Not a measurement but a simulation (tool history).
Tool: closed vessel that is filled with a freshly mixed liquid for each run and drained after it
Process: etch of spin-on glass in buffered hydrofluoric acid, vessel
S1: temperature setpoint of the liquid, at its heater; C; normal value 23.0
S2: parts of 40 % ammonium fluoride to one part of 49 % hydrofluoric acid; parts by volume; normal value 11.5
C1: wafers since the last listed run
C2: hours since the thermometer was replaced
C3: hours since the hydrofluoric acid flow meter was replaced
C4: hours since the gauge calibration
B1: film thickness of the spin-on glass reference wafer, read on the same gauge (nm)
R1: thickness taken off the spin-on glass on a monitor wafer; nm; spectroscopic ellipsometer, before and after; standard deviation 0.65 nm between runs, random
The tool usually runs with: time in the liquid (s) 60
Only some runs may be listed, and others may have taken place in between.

Run 1, hour 0.0: usual settings; C1 0; C2 1655.7; C3 1628.8; C4 26.4; B1 69.97. Result: R1 153.38 nm.
Run 2, hour 27.1: usual settings; C1 3028; C2 1682.8; C3 1655.9; C4 53.5; B1 69.95. Result: R1 153.68 nm.
Run 3, hour 77.0: usual settings but time in the liquid (s) 50; C1 5576; C2 1732.7; C3 1705.8; C4 103.4; B1 69.79. Result: R1 126.92 nm.
Run 4, hour 133.0: usual settings but time in the liquid (s) 50; C1 6257; C2 1788.7; C3 1761.8; C4 159.4; B1 69.64. Result: R1 126.55 nm.
Run 5, hour 198.4: usual settings but time in the liquid (s) 50; C1 7308; C2 1854.1; C3 1827.2; C4 224.8; B1 69.40. Result: R1 126.56 nm.
Run 6, hour 224.9: usual settings but S1 22.0 C; C1 2961; C2 1880.6; C3 1853.7; C4 251.3; B1 69.38. Result: R1 143.15 nm.
Run 7, hour 256.7: usual settings but S1 22.0 C; C1 3553; C2 1912.4; C3 1885.5; C4 283.1; B1 69.30. Result: R1 143.08 nm.
Run 8, hour 299.4: usual settings but S1 22.0 C; C1 4771; C2 1955.1; C3 1928.2; C4 325.8; B1 69.15. Result: R1 143.47 nm.
Run 9, hour 352.0: usual settings; C1 5877; C2 2007.7; C3 1980.8; C4 378.4; B1 69.02. Result: R1 152.44 nm.
Run 10, hour 423.4: usual settings but S1 25.5 C; C1 7978; C2 2079.1; C3 2052.2; C4 449.8; B1 68.81. Result: R1 173.00 nm.
At hour 459.6: hydrofluoric acid flow meter replaced.
Run 11, hour 471.9: usual settings but S1 25.5 C; C1 5307; C2 2127.6; C3 12.3; C4 498.3; B1 68.68. Result: R1 171.88 nm.
Run 12, hour 513.0: usual settings but S1 25.5 C; C1 4592; C2 2168.7; C3 53.4; C4 539.4; B1 68.58. Result: R1 171.77 nm.
Run 13, hour 554.6: usual settings but S1 24.0 C; C1 4648; C2 2210.3; C3 95.0; C4 581.0; B1 68.48. Result: R1 157.61 nm.
Run 14, hour 591.3: usual settings but S1 24.0 C; C1 4101; C2 2247.0; C3 131.7; C4 617.7; B1 68.34. Result: R1 157.94 nm.
Run 15, hour 642.7: usual settings but S2 15.5 parts by volume; C1 5743; C2 2298.4; C3 183.1; C4 669.1; B1 68.16. Result: R1 112.39 nm.
Run 16, hour 713.3: usual settings but S1 21.5 C, time in the liquid (s) 45; C1 7889; C2 2369.0; C3 253.7; C4 739.7; B1 68.00. Result: R1 102.59 nm.
At hour 724.1: gauge calibrated.
At hour 755.4: thermometer replaced.
Run 17, hour 759.4: usual settings but S1 27.5 C; C1 5039; C2 4.0; C3 299.8; C4 35.3; B1 70.01. Result: R1 194.62 nm.
Run 18, hour 802.4: usual settings; C1 4805; C2 47.0; C3 342.8; C4 78.3; B1 69.92. Result: R1 152.17 nm.
Run 19, hour 841.9: usual settings but S2 10.0 parts by volume; C1 4413; C2 86.5; C3 382.3; C4 117.8; B1 69.74. Result: R1 175.02 nm.
Run 20, hour 881.3: usual settings but S2 9.0 parts by volume, time in the liquid (s) 85; C1 4402; C2 125.9; C3 421.7; C4 157.2; B1 69.68. Result: R1 265.13 nm.
Run 21, hour 950.8: usual settings but S1 25.5 C; C1 7766; C2 195.4; C3 491.2; C4 226.7; B1 69.50. Result: R1 173.43 nm.
Run 22, hour 1017.6: usual settings; C1 7464; C2 262.2; C3 558.0; C4 293.5; B1 69.26. Result: R1 150.56 nm.
Run 23, hour 1067.6: usual settings; C1 5587; C2 312.2; C3 608.0; C4 343.5; B1 69.13. Result: R1 151.26 nm.
Run 24, hour 1120.6: usual settings but S2 14.5 parts by volume; C1 5922; C2 365.2; C3 661.0; C4 396.5; B1 69.02. Result: R1 120.58 nm.
Run 25, hour 1148.8: usual settings but S1 18.5 C, S2 7.0 parts by volume, time in the liquid (s) 35; C1 3151; C2 393.4; C3 689.2; C4 424.7; B1 68.92. Result: R1 110.02 nm.
Run 26, hour 1189.4: usual settings but time in the liquid (s) 90; C1 4536; C2 434.0; C3 729.8; C4 465.3; B1 68.80. Result: R1 225.38 nm.
Run 27, hour 1236.2: usual settings but S1 20.0 C, S2 9.5 parts by volume, time in the liquid (s) 85; C1 5229; C2 480.8; C3 776.6; C4 512.1; B1 68.70. Result: R1 213.38 nm.
Run 28, hour 1302.4: usual settings but S1 28.0 C, S2 13.5 parts by volume; C1 7397; C2 547.0; C3 842.8; C4 578.3; B1 68.52. Result: R1 167.54 nm.

Below are 5 alternative next runs, each starting from the tool's condition after run 28. Predict each:
Run A, hour 1303.1: usual settings but time in the liquid (s) 85; C1 78; C2 547.7; C3 843.5; C4 579.0; B1 ?. Result: R1 ?.
Run B, hour 1303.1: usual settings but S1 24.5 C, S2 16.0 parts by volume, time in the liquid (s) 45; C1 78; C2 547.7; C3 843.5; C4 579.0; B1 ?. Result: R1 ?.
Run C, hour 1303.1: usual settings but S2 7.5 parts by volume, time in the liquid (s) 90; C1 78; C2 547.7; C3 843.5; C4 579.0; B1 ?. Result: R1 ?.
Run D, hour 1303.1: usual settings but S1 24.5 C; C1 78; C2 547.7; C3 843.5; C4 579.0; B1 ?. Result: R1 ?.
Run E, hour 1303.1: usual settings but S1 25.5 C, S2 7.0 parts by volume, time in the liquid (s) 75; C1 78; C2 547.7; C3 843.5; C4 579.0; B1 ?. Result: R1 ?.

run     B1      R1
  A  68.48  213.27
  B  68.48   88.66
  C  68.48  336.89
  D  68.48  163.40
  E  68.48  346.47
Without the tool's unlogged condition, the same runs would have read:
run      R1
  A  217.96
  B   90.61
  C  344.30
  D  166.99
  E  354.09
